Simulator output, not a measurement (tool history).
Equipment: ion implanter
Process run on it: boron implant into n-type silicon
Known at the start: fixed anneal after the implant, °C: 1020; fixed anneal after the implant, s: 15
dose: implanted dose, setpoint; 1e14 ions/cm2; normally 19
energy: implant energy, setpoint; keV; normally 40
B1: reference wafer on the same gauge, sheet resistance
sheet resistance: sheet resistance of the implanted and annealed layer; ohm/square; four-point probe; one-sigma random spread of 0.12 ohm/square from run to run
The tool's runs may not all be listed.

{"run": 1, "hour": 0.0, "dose": 16.03, "energy": 43.5, "B1": 89, "sheet resistance": 91.28}
{"run": 2, "hour": 6.4, "dose": 16.03, "energy": 43.5, "B1": 88.99, "sheet resistance": 91.64}
{"run": 3, "hour": 21.5, "dose": 19, "energy": 32, "B1": 88.99, "sheet resistance": 82.11}
{"run": 4, "hour": 31.7, "dose": 22.22, "energy": 40, "B1": 88.99, "sheet resistance": 71.21}
{"run": 5, "hour": 44.2, "dose": 22.22, "energy": 40, "B1": 89.01, "sheet resistance": 71.25}
{"run": 6, "hour": 52.1, "dose": 22.22, "energy": 40, "B1": 89.02, "sheet resistance": 71.24}
{"run": 7, "hour": 65.5, "dose": 19, "energy": 40, "B1": 88.99, "sheet resistance": 80.23}
{"run": 8, "hour": 82.9, "dose": 19, "energy": 40, "B1": 89.01, "sheet resistance": 80.26}
{"run": 9, "hour": 94.8, "dose": 19, "energy": 40, "B1": 88.99, "sheet resistance": 80.31}
{"run": 10, "hour": 107.4, "dose": 19, "energy": 40, "B1": 89, "sheet resistance": 80.4}
{"hour": 128.5, "done": "extraction supply calibrated"}
{"run": 11, "hour": 129.0, "dose": 19, "energy": 40, "B1": 89, "sheet resistance": 80.4}
{"run": 12, "hour": 133.0, "dose": 19, "energy": 29, "B1": 89, "sheet resistance": 83.58}
{"run": 13, "hour": 145.7, "dose": 19, "energy": 29, "B1": 88.98, "sheet resistance": 83.31}
{"run": 14, "hour": 160.2, "dose": 19, "energy": 30, "B1": 88.99, "sheet resistance": 83.06}
{"run": 15, "hour": 177.4, "dose": 19, "energy": 40, "B1": 88.99, "sheet resistance": 80.4}
{"run": 16, "hour": 191.7, "dose": 23.29, "energy": 45, "B1": 89.01, "sheet resistance": 67.72}
{"run": 17, "hour": 208.6, "dose": 19, "energy": 40, "B1": 88.95, "sheet resistance": 80.44}
{"run": 18, "hour": 258.3, "dose": 23.18, "energy": 34.5, "B1": 89.03, "sheet resistance": 70.51}
{"run": 19, "hour": 270.8, "dose": 15.2, "energy": 36, "B1": 88.97, "sheet resistance": 96.96}
{"run": 20, "hour": 287.6, "dose": 14.12, "energy": 50.5, "B1": 89, "sheet resistance": 100.87}
{"run": 21, "hour": 300.8, "dose": 15.38, "energy": 27, "B1": 88.98, "sheet resistance": 98.71}
{"run": 22, "hour": 310.5, "dose": 13.79, "energy": 48, "B1": 89.01, "sheet resistance": 103.65}
{"hour": 328.4, "done": "Faraday cup replaced and dose calibrated"}
{"hour": 332.0, "done": "gauge calibrated"}
{"run": 23, "hour": 352.2, "dose": 19, "energy": 40, "B1": 89, "sheet resistance": 77.3}
{"run": 24, "hour": 368.8, "dose": 17.39, "energy": 45, "B1": 89.03, "sheet resistance": 82.13}
{"run": 25, "hour": 384.7, "dose": 24.05, "energy": 29.5, "B1": 89, "sheet resistance": 68.9}
{"run": 26, "hour": 394.8, "dose": 16.48, "energy": 40, "B1": 89, "sheet resistance": 86.89}
{"run": 27, "hour": 409.9, "dose": 22.55, "energy": 50, "B1": 88.99, "sheet resistance": 66.2}
{"run": 28, "hour": 426.0, "dose": 19, "energy": 34, "B1": 89.02, "sheet resistance": 79.05}
{"run": 29, "hour": 439.9, "dose": 14.95, "energy": 31, "B1": 88.99, "sheet resistance": 95.93}
{"run": 30, "hour": 450.4, "dose": 19, "energy": 40, "B1": 89, "sheet resistance": 77.69}
{"run": 31, "hour": 489.8, "dose": 19, "energy": 40, "B1": 88.98, "sheet resistance": 77.88}
{"run": 32, "hour": 496.0, "dose": 23.13, "energy": 32.5, "B1": 89, "sheet resistance": 69.5}
{"run": 33, "hour": 506.2, "dose": 21.27, "energy": 40, "B1": 89, "sheet resistance": 71.54}
{"run": 34, "hour": 516.2, "dose": 13.98, "energy": 40, "B1": 88.99, "sheet resistance": 100.09}
{"run": 35, "hour": 534.1, "dose": 15.94, "energy": 31.5, "B1": 88.99, "sheet resistance": 91.75}
{"run": 36, "hour": 552.0, "dose": 13.38, "energy": 49, "B1": 89, "sheet resistance": 102.51}

Below are 5 alternative next runs, each starting from the tool's condition after run 36. Predict each:
{"run": "A", "hour": 552.4, "dose": 19, "energy": 35, "B1": "?", "sheet resistance": "?"}
{"run": "B", "hour": 552.4, "dose": 24.02, "energy": 40, "B1": "?", "sheet resistance": "?"}
{"run": "C", "hour": 552.4, "dose": 19, "energy": 33.5, "B1": "?", "sheet resistance": "?"}
{"run": "D", "hour": 552.4, "dose": 23.4, "energy": 51.5, "B1": "?", "sheet resistance": "?"}
{"run": "E", "hour": 552.4, "dose": 20.54, "energy": 48.5, "B1": "?", "sheet resistance": "?"}

run=A B1=89.02 sheet_resistance=79.14
run=B B1=89.02 sheet_resistance=65.44
run=C B1=89.02 sheet_resistance=79.56
run=D B1=89.02 sheet_resistance=64.44
run=E B1=89.02 sheet_resistance=71.85
Had the tool no hidden state, the same runs would have come out as:
run=A sheet_resistance=78.41
run=B sheet_resistance=64.88
run=C sheet_resistance=78.83
run=D sheet_resistance=63.84
run=E sheet_resistance=71.15
